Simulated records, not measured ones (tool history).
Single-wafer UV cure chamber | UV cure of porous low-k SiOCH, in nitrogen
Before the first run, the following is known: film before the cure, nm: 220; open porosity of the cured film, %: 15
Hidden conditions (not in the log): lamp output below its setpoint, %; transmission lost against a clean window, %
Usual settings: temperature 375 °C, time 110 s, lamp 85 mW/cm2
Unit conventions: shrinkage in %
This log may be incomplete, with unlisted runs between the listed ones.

run   hour  temperature  time  lamp  wafers since the last listed run  hours since the UV bulbs were replaced  wafers since the quartz window was cleaned  shrinkage
  1      0          375   110    85                                 0                                  1635.1                                        1552      5.561
  2   44.2          375   110    85                               228                                  1679.3                                        1780      5.611
  3   78.8          375   110    85                               178                                  1713.9                                        1959      5.692
  4  117.1          367    90    85                               197                                  1752.2                                        2157      4.833
     162.9  -- quartz window cleaned
  5    187          367    90    85                               319                                  1822.1                                         124      4.741
  6  254.5          367    90    85                               348                                  1889.6                                         473      4.812
  7  288.8          385    70    85                               177                                  1923.9                                         650      4.275
  8  313.1          385    70    85                               125                                  1948.2                                         775      4.322
  9    350          375    95   105                               190                                  1985.1                                         966      5.758
 10  421.6          375   110    85                               369                                  2056.7                                        1336      5.529
 11  449.2          375   110    85                               142                                  2084.3                                        1478      5.414
 12  495.7          375   110    85                               240                                  2130.8                                        1719      5.372
     521.2  -- UV bulbs replaced
 13    557          382   170   122                               275                                    35.8                                        1994      9.267
 14  588.6          375    95   105                               163                                    67.4                                        2157      6.645
     635.2  -- quartz window cleaned
 15  658.7          391   135    95                               320                                   137.5                                         121      7.627
 16  683.3          375    85    85                               127                                   162.1                                         248      5.398
 17  743.5          375   110    56                               310                                   222.3                                         559      4.815
 18    789          375    70   112                               235                                   267.8                                         794      5.553
 19  840.1          375   110    85                               263                                   318.9                                        1058      6.037

Expected results for the next run?
 20  882.6          375   110    85                               219                                   361.4                                        1278          ?

{"run 20": {"shrinkage": 6.202}}
With no hidden state in the tool, this same run would have given shrinkage 6.487 %.
